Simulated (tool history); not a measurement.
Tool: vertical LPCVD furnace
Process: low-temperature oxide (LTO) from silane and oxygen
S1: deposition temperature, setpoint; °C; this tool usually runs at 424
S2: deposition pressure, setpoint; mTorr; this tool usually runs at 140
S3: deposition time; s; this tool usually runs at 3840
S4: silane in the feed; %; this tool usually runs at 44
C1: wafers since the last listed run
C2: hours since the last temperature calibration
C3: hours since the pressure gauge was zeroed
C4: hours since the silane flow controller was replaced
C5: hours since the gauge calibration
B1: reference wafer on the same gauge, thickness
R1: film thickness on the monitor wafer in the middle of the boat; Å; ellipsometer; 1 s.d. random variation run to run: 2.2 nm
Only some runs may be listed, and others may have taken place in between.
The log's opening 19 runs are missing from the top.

run     day   S1   S2    S3  S4    C1     C2      C3     C4      C5      B1      R1
 20  71.429  424  140  3840  44   514  437.5  2236.5   57.6   705.1  418.99  4842.6
     76.000  -- pressure gauge zeroed
 21  76.021  435  140  3840  44  1146  547.7     0.5  167.8   815.3  419.04  5384.8
 22  78.696  424  140  3840  44   854  611.9    64.7  232.0   879.5  418.97  4833.0
 23  80.912  435  165  3840  37   707  665.1   117.9  285.2   932.7  418.53  5258.7
 24  85.217  424  140  3840  44  1374  768.4   221.2  388.5  1036.0  419.04  4859.2
 25  86.825  424  140  2970  36   513  807.0   259.8  427.1  1074.6  418.88  3002.1
 26  89.900  424  140  3840  44   981  880.8   333.6  500.9  1148.4  419.56  4847.3
 27  92.075  414  175  5130  47   694  933.0   385.8  553.1  1200.6  419.02  7768.9

Estimate the outcome of run 28 from the log above:
 28  94.050  416  140  3840  50  630  980.4  433.2  600.5  1248.0   ?   ?

{"run 28": {"B1": 418.89, "R1": 5013.3}}
The same run, on a tool lacking any hidden state, would have yielded R1 5013.3 Å.
